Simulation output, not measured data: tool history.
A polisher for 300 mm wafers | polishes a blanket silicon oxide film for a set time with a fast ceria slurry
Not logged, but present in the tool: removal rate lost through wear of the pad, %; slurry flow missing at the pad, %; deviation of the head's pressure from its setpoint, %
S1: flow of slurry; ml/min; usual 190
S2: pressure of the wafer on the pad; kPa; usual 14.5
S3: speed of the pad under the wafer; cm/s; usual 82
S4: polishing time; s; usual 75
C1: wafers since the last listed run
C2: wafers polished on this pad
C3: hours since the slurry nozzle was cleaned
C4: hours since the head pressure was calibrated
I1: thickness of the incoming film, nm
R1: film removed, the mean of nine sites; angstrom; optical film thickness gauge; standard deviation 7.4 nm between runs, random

run,hour,S1,S2,S3,S4,C1,C2,C3,C4,I1,R1
1,0,190,14.5,82,75,0,1513,257.4,50.3,3405.6,5927
2,34.3,190,14.5,82,75,269,1783,291.7,84.6,3444.1,5863
3,61.6,215,14.5,82,75,214,1998,319,111.9,3363.8,5915
4,75.9,215,14.5,82,75,112,2111,333.3,126.2,3402.6,6004
# hour 92.2: worn pad replaced by a new one
5,108.1,160,15.9,82,75,221,124,365.5,158.4,3478.7,6710
6,122.3,160,15.9,82,75,111,236,379.7,172.6,3438.2,6492
7,135.2,160,15.9,82,75,101,338,392.6,185.5,3420,6491
8,150.7,190,14.5,82,75,121,460,408.1,201,3362.3,6177
9,185.2,190,14.5,82,75,271,731,442.6,235.5,3383.2,6045
# hour 212.9: slurry nozzle cleaned
10,216.1,165,14.5,82,75,235,966,3.2,266.4,3399.1,5940
11,242.2,165,14.5,82,75,205,1172,29.3,292.5,3470,5755
# hour 295.7: head pressure recalibrated
12,341.9,165,14.5,82,75,768,1940,129,46.2,3437.5,5763
# hour 361.4: worn pad replaced by a new one
13,372.2,190,14.5,82,75,206,84,159.3,76.5,3381.8,6704
14,406.6,190,14.5,82,75,270,355,193.7,110.9,3401.5,6404
15,422.1,190,14.5,82,75,121,477,209.2,126.4,3427.3,6237
16,435.6,230,13.1,106,100,106,583,222.7,139.9,3438.1,10071
17,465.1,190,17.9,82,97,232,815,252.2,169.4,3451.3,9172
18,489.8,205,11,82,75,194,1010,276.9,194.1,3397.1,5034
19,510.3,190,14.5,82,75,161,1171,297.4,214.6,3372.3,6062
20,536.8,145,16.5,96,53,208,1379,323.9,241.1,3427.2,5065
21,568.6,165,10.3,82,75,250,1630,355.7,272.9,3443.4,4665
22,590,190,14.5,94,94,168,1798,377.1,294.3,3469.1,8419
# hour 602.2: worn pad replaced by a new one
23,609.4,190,14.5,82,75,121,56,396.5,313.7,3483,6696
# hour 629.6: head pressure recalibrated
24,633.7,190,14.5,82,75,175,231,420.8,4.1,3437.8,6349
25,705.6,190,14.5,74,86,565,797,492.7,76,3479.7,6231
# hour 714.2: slurry nozzle cleaned
26,726,165,10.3,82,75,152,950,11.8,96.4,3458.3,4651
27,790.6,145,14.5,104,82,508,1458,76.4,161,3412.3,7800
28,820.7,190,14.5,98,75,236,1695,106.5,191.1,3385,6995
29,833.7,190,14.5,64,83,102,1797,119.5,204.1,3396.8,5096
30,868.2,190,14.5,82,75,271,2068,154,238.6,3435.3,5812
# hour 875: worn pad replaced by a new one
31,928.1,205,11.7,60,91,439,417,213.9,298.5,3407.9,4852
32,948.2,190,14.5,82,75,158,575,234,318.6,3401.6,6204
33,967.6,190,14.5,82,75,152,728,253.4,338,3385.5,6128
# hour 975.1: head pressure recalibrated
34,985.7,190,14.5,94,94,126,854,271.5,10.6,3429.7,8517
35,1007.2,190,14.5,62,75,169,1024,293,32.1,3391.1,4482
36,1021.8,190,12.4,82,75,114,1138,307.6,46.7,3456.6,5362
37,1046.4,240,10.3,104,92,193,1332,332.2,71.3,3429.8,7489
38,1063.9,190,18.6,82,75,137,1470,349.7,88.8,3446.4,7044

What the log doesn't show, run by run:
slurry flow missing at the pad, %: 0, the same for each run
deviation of the head's pressure from its setpoint, %: 0, the same for each run
H1: removal rate lost through wear of the pad, %
run,H1
1,11.4
2,11.9
3,12.1
4,12.2
5,2.83
6,4.43
7,5.67
8,6.93
9,9.04
10,10.3
11,11.1
12,12.6
13,1.56
14,5.24
15,6.47
16,7.38
17,8.92
18,9.87
19,10.5
20,11.1
21,11.6
22,11.8
23,2.33
24,5.19
25,10.2
26,11
27,12.5
28,13
29,13.1
30,13.4
31,6.27
32,7.69
33,8.78
34,9.6
35,10.4
36,10.8
37,11.4
38,11.7
